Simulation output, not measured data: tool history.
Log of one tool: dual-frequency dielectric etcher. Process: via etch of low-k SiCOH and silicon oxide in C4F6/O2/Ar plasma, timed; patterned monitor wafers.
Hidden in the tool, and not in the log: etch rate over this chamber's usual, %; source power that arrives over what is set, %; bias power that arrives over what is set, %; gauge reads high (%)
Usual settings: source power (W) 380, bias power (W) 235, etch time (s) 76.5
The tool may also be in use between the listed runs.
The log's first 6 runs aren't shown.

| run | hour | source power (W) | bias power (W) | etch time (s) | wafers since the last listed run | hours since the last wet clean | hours since the last source power generator calibration | hours since the last bias power generator calibration | hours since the last upper electrode change | hours since the gauge calibration | read-back reference wafer on the same gauge, depth_nm | mean etch depth across the wafer (Å) |
|---|---|---|---|---|---|---|---|---|---|---|---|---|
| 7 | 74.8 | 300 | 235 | 87 | 198 | 283.7 | 2403.6 | 4530.7 | 5818.1 | 309.4 | 289.1 | 2729 |
|  | 80.3 | gauge calibrated |
| 8 | 80.8 | 380 | 255 | 76.5 | 96 | 289.7 | 2409.6 | 4536.7 | 5824.1 | 0.5 | 289.2 | 2726 |
| 9 | 93.6 | 380 | 255 | 76.5 | 204 | 302.5 | 2422.4 | 4549.5 | 5836.9 | 13.3 | 289 | 2730 |
|  | 119.9 | upper electrode replaced |
| 10 | 120.4 | 380 | 255 | 76.5 | 44 | 329.3 | 2449.2 | 4576.3 | 0.5 | 40.1 | 289.1 | 2740 |
| 11 | 125.1 | 360 | 235 | 59.5 | 75 | 334 | 2453.9 | 4581 | 5.2 | 44.8 | 288.9 | 2020 |
|  | 134.5 | bias power generator calibrated |
| 12 | 136.2 | 380 | 235 | 76.5 | 113 | 345.1 | 2465 | 1.7 | 16.3 | 55.9 | 289.1 | 2670 |
| 13 | 151.8 | 380 | 235 | 76.5 | 249 | 360.7 | 2480.6 | 17.3 | 31.9 | 71.5 | 289 | 2658 |
|  | 162.7 | source power generator calibrated |
| 14 | 163.2 | 380 | 235 | 76.5 | 118 | 372.1 | 0.5 | 28.7 | 43.3 | 82.9 | 288.7 | 2658 |
| 15 | 175.7 | 380 | 235 | 62.5 | 200 | 384.6 | 13 | 41.2 | 55.8 | 95.4 | 289 | 2187 |
| 16 | 190 | 380 | 235 | 76.5 | 228 | 398.9 | 27.3 | 55.5 | 70.1 | 109.7 | 288.9 | 2670 |
| 17 | 216.2 | 380 | 235 | 60.5 | 419 | 425.1 | 53.5 | 81.7 | 96.3 | 135.9 | 288.8 | 2121 |
| 18 | 264.4 | 420 | 283 | 76.5 | 771 | 473.3 | 101.7 | 129.9 | 144.5 | 184.1 | 288.9 | 2970 |
|  | 298.4 | wet clean of the chamber |
| 19 | 298.9 | 480 | 235 | 60 | 168 | 0.5 | 136.2 | 164.4 | 179 | 218.6 | 288.9 | 2250 |
| 20 | 311.7 | 380 | 235 | 76.5 | 204 | 13.3 | 149 | 177.2 | 191.8 | 231.4 | 289.1 | 2623 |
| 21 | 325.8 | 430 | 235 | 88 | 225 | 27.4 | 163.1 | 191.3 | 205.9 | 245.5 | 289 | 3164 |
| 22 | 343.7 | 480 | 235 | 76.5 | 286 | 45.3 | 181 | 209.2 | 223.8 | 263.4 | 288.9 | 2885 |
| 23 | 354 | 380 | 235 | 92 | 164 | 55.6 | 191.3 | 219.5 | 234.1 | 273.7 | 289.1 | 3136 |
| 24 | 377.5 | 450 | 216 | 76.5 | 376 | 79.1 | 214.8 | 243 | 257.6 | 297.2 | 288.8 | 2733 |
| 25 | 386.9 | 380 | 235 | 76.5 | 150 | 88.5 | 224.2 | 252.4 | 267 | 306.6 | 289.1 | 2635 |
| 26 | 393.5 | 430 | 235 | 99.5 | 105 | 95.1 | 230.8 | 259 | 273.6 | 313.2 | 289.1 | 3591 |
| 27 | 404.3 | 380 | 213 | 58 | 172 | 105.9 | 241.6 | 269.8 | 284.4 | 324 | 289.3 | 1936 |
| 28 | 412.9 | 280 | 250 | 67 | 137 | 114.5 | 250.2 | 278.4 | 293 | 332.6 | 289 | 2067 |
|  | 423.9 | gauge calibrated |
| 29 | 429.8 | 380 | 235 | 76.5 | 270 | 131.4 | 267.1 | 295.3 | 309.9 | 5.9 | 289 | 2624 |
| 30 | 447.4 | 380 | 235 | 68 | 281 | 149 | 284.7 | 312.9 | 327.5 | 23.5 | 289.2 | 2328 |
| 31 | 457.5 | 380 | 258 | 65 | 161 | 159.1 | 294.8 | 323 | 337.6 | 33.6 | 289.2 | 2314 |

3 ways to go on from here, each from the tool as it stands after run 31. What would each give?
| A | 457.9 | 380 | 263 | 76.5 | 6 | 159.5 | 295.2 | 323.4 | 338 | 34 | ? | ? |
| B | 457.9 | 480 | 264 | 58.5 | 6 | 159.5 | 295.2 | 323.4 | 338 | 34 | ? | ? |
| C | 457.9 | 350 | 179 | 76.5 | 6 | 159.5 | 295.2 | 323.4 | 338 | 34 | ? | ? |

| run | read-back reference wafer on the same gauge, depth_nm | mean etch depth across the wafer (Å) |
|---|---|---|
| A | 289 | 2732 |
| B | 289 | 2299 |
| C | 289 | 2362 |
Without the tool's hidden state the same runs would have given:
| run | mean etch depth across the wafer (Å) |
|---|---|
| A | 2704 |
| B | 2275 |
| C | 2338 |

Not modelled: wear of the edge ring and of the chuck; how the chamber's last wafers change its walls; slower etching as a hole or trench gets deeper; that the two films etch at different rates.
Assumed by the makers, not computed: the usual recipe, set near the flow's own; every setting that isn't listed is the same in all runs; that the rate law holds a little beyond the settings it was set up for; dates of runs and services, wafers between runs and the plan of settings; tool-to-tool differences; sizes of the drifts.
